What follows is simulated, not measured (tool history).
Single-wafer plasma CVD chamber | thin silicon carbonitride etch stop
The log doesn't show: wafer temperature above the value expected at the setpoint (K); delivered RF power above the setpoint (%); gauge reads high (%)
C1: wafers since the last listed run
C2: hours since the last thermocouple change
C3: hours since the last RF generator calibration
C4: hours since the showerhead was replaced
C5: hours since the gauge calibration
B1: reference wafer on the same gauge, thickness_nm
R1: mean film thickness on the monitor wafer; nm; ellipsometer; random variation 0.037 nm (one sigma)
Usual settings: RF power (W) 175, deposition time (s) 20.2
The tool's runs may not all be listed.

{"run": 1, "hour": 0.0, "RF power (W)": 175, "deposition time (s)": 20.2, "C1": 0, "C2": 426.0, "C3": 686.3, "C4": 2499.8, "C5": 66.6, "B1": 11.697, "R1": 11.57}
{"run": 2, "hour": 38.2, "RF power (W)": 175, "deposition time (s)": 20.2, "C1": 1075, "C2": 464.2, "C3": 724.5, "C4": 2538.0, "C5": 104.8, "B1": 11.704, "R1": 11.514}
{"run": 3, "hour": 105.0, "RF power (W)": 165, "deposition time (s)": 20.2, "C1": 1880, "C2": 531.0, "C3": 791.3, "C4": 2604.8, "C5": 171.6, "B1": 11.698, "R1": 11.416}
{"run": 4, "hour": 175.5, "RF power (W)": 155, "deposition time (s)": 20.2, "C1": 1984, "C2": 601.5, "C3": 861.8, "C4": 2675.3, "C5": 242.1, "B1": 11.694, "R1": 11.103}
{"run": 5, "hour": 238.6, "RF power (W)": 175, "deposition time (s)": 20.2, "C1": 1776, "C2": 664.6, "C3": 924.9, "C4": 2738.4, "C5": 305.2, "B1": 11.693, "R1": 11.572}
{"run": 6, "hour": 295.8, "RF power (W)": 175, "deposition time (s)": 20.2, "C1": 1610, "C2": 721.8, "C3": 982.1, "C4": 2795.6, "C5": 362.4, "B1": 11.702, "R1": 11.544}
{"run": 7, "hour": 359.2, "RF power (W)": 175, "deposition time (s)": 20.2, "C1": 1784, "C2": 785.2, "C3": 1045.5, "C4": 2859.0, "C5": 425.8, "B1": 11.698, "R1": 11.558}
{"run": 8, "hour": 390.7, "RF power (W)": 175, "deposition time (s)": 20.2, "C1": 886, "C2": 816.7, "C3": 1077.0, "C4": 2890.5, "C5": 457.3, "B1": 11.697, "R1": 11.482}
{"hour": 418.0, "done": "RF generator calibrated"}
{"run": 9, "hour": 434.9, "RF power (W)": 175, "deposition time (s)": 20.2, "C1": 1018, "C2": 860.9, "C3": 16.9, "C4": 2934.7, "C5": 501.5, "B1": 11.695, "R1": 11.438}
{"hour": 484.5, "done": "thermocouple changed; heater temperature recalibrated"}
{"run": 10, "hour": 485.0, "RF power (W)": 175, "deposition time (s)": 20.2, "C1": 1185, "C2": 0.5, "C3": 67.0, "C4": 2984.8, "C5": 551.6, "B1": 11.704, "R1": 11.414}
{"hour": 520.5, "done": "showerhead replaced"}
{"run": 11, "hour": 529.4, "RF power (W)": 175, "deposition time (s)": 24.0, "C1": 1024, "C2": 44.9, "C3": 111.4, "C4": 8.9, "C5": 596.0, "B1": 11.699, "R1": 13.486}
{"run": 12, "hour": 589.5, "RF power (W)": 175, "deposition time (s)": 24.0, "C1": 1691, "C2": 105.0, "C3": 171.5, "C4": 69.0, "C5": 656.1, "B1": 11.703, "R1": 13.411}
{"hour": 624.6, "done": "RF generator calibrated, repeated, since the last time left the tool worse"}
{"run": 13, "hour": 629.9, "RF power (W)": 210, "deposition time (s)": 18.0, "C1": 911, "C2": 145.4, "C3": 5.3, "C4": 109.4, "C5": 696.5, "B1": 11.7, "R1": 10.959}
{"run": 14, "hour": 664.7, "RF power (W)": 175, "deposition time (s)": 20.2, "C1": 979, "C2": 180.2, "C3": 40.1, "C4": 144.2, "C5": 731.3, "B1": 11.698, "R1": 11.689}
{"run": 15, "hour": 718.6, "RF power (W)": 185, "deposition time (s)": 18.1, "C1": 1517, "C2": 234.1, "C3": 94.0, "C4": 198.1, "C5": 785.2, "B1": 11.698, "R1": 10.553}
{"hour": 759.8, "done": "gauge calibrated"}
{"run": 16, "hour": 763.5, "RF power (W)": 175, "deposition time (s)": 20.2, "C1": 1263, "C2": 279.0, "C3": 138.9, "C4": 243.0, "C5": 3.7, "B1": 11.701, "R1": 11.597}
{"run": 17, "hour": 790.4, "RF power (W)": 190, "deposition time (s)": 21.6, "C1": 757, "C2": 305.9, "C3": 165.8, "C4": 269.9, "C5": 30.6, "B1": 11.698, "R1": 12.707}
{"run": 18, "hour": 855.7, "RF power (W)": 205, "deposition time (s)": 17.7, "C1": 1838, "C2": 371.2, "C3": 231.1, "C4": 335.2, "C5": 95.9, "B1": 11.7, "R1": 10.579}
{"run": 19, "hour": 898.2, "RF power (W)": 195, "deposition time (s)": 16.3, "C1": 1196, "C2": 413.7, "C3": 273.6, "C4": 377.7, "C5": 138.4, "B1": 11.704, "R1": 9.643}
{"run": 20, "hour": 952.1, "RF power (W)": 160, "deposition time (s)": 19.1, "C1": 1517, "C2": 467.6, "C3": 327.5, "C4": 431.6, "C5": 192.3, "B1": 11.707, "R1": 10.658}

Forecast each of these 3 alternatives for the next run:
{"run": "A", "hour": 952.5, "RF power (W)": 175, "deposition time (s)": 20.2, "C1": 11, "C2": 468.0, "C3": 327.9, "C4": 432.0, "C5": 192.7, "B1": "?", "R1": "?"}
{"run": "B", "hour": 952.5, "RF power (W)": 150, "deposition time (s)": 20.2, "C1": 11, "C2": 468.0, "C3": 327.9, "C4": 432.0, "C5": 192.7, "B1": "?", "R1": "?"}
{"run": "C", "hour": 952.5, "RF power (W)": 165, "deposition time (s)": 22.0, "C1": 11, "C2": 468.0, "C3": 327.9, "C4": 432.0, "C5": 192.7, "B1": "?", "R1": "?"}

run=A B1=11.698 R1=11.600
run=B B1=11.698 R1=11.121
run=C B1=11.698 R1=12.431
Without the tool's hidden state the same runs would have given:
run=A R1=11.721
run=B R1=11.237
run=C R1=12.561
